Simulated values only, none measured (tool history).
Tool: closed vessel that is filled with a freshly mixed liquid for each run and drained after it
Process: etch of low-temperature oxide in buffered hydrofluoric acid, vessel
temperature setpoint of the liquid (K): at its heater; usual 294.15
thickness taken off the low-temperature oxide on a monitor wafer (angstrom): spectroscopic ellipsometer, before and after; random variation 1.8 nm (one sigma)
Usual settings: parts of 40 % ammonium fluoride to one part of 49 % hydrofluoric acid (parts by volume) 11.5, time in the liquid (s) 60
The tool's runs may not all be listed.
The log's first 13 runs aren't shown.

run,hour,temperature setpoint of the liquid (K),parts of 40 % ammonium fluoride to one part of 49 % hydrofluoric acid (parts by volume),time in the liquid (s),wafers since the last listed run,hours since the thermometer was replaced,hours since the hydrofluoric acid flow meter was replaced,hours since the gauge calibration,"read-back film thickness of the low-temperature oxide reference wafer, read on the same gauge (nm)",thickness taken off the low-temperature oxide on a monitor wafer (angstrom)
# hour 747.8: hydrofluoric acid flow meter replaced
# hour 886.9: thermometer replaced
14,899.3,294.15,9.0,30,11464,12.4,151.5,787.2,92.51,1823.3
15,1044.5,291.15,11.5,90,9544,157.6,296.7,932.4,92.99,3793.3
16,1114.9,290.65,11.5,40,4627,228.0,367.1,1002.8,93.32,1636.7
17,1150.9,294.15,15.0,45,2366,264.0,403.1,1038.8,93.42,1748.7
18,1212.3,294.15,15.5,60,4036,325.4,464.5,1100.2,93.67,2267.9
19,1275.1,296.15,13.5,50,4128,388.2,527.3,1163.0,93.88,2405.4
20,1419.0,294.15,16.0,60,9459,532.1,671.2,1306.9,94.37,2208.1
# hour 1442.0: gauge calibrated
21,1477.0,295.15,11.5,60,3812,590.1,729.2,35.0,90.59,3083.5
22,1504.2,297.15,11.5,70,1788,617.3,756.4,62.2,90.66,4030.1
23,1537.6,292.15,14.5,75,2195,650.7,789.8,95.6,90.84,2593.6
24,1606.6,294.15,11.5,45,4535,719.7,858.8,164.6,91.08,2183.1
25,1660.4,294.15,10.0,40,3536,773.5,912.6,218.4,91.21,2233.3
26,1702.5,294.15,11.5,60,2767,815.6,954.7,260.5,91.38,2977.0
27,1749.2,294.15,11.5,85,3069,862.3,1001.4,307.2,91.59,4156.6
28,1795.1,297.65,11.5,60,3017,908.2,1047.3,353.1,91.70,3642.1
29,1846.0,294.15,11.5,60,3345,959.1,1098.2,404.0,91.94,2959.7
30,1876.7,294.15,11.5,60,2018,989.8,1128.9,434.7,92.02,2963.9
31,1922.4,297.65,14.5,60,3004,1035.5,1174.6,480.4,92.13,2874.2
32,1951.1,291.65,11.5,70,1886,1064.2,1203.3,509.1,92.34,3056.9

4 ways to go on from here, each from the tool as it stands after run 32. What would each give?
A,1951.8,294.15,11.5,60,46,1064.9,1204.0,509.8,?,?
B,1951.8,296.65,11.5,70,46,1064.9,1204.0,509.8,?,?
C,1951.8,294.15,9.0,60,46,1064.9,1204.0,509.8,?,?
D,1951.8,292.15,7.0,60,46,1064.9,1204.0,509.8,?,?

run,"read-back film thickness of the low-temperature oxide reference wafer, read on the same gauge (nm)",thickness taken off the low-temperature oxide on a monitor wafer (angstrom)
A,92.27,2953.9
B,92.27,3956.0
C,92.27,3617.2
D,92.27,4246.1
Without the tool's hidden state the same runs would have given:
run,thickness taken off the low-temperature oxide on a monitor wafer (angstrom)
A,2879.9
B,3856.9
C,3526.6
D,4139.7
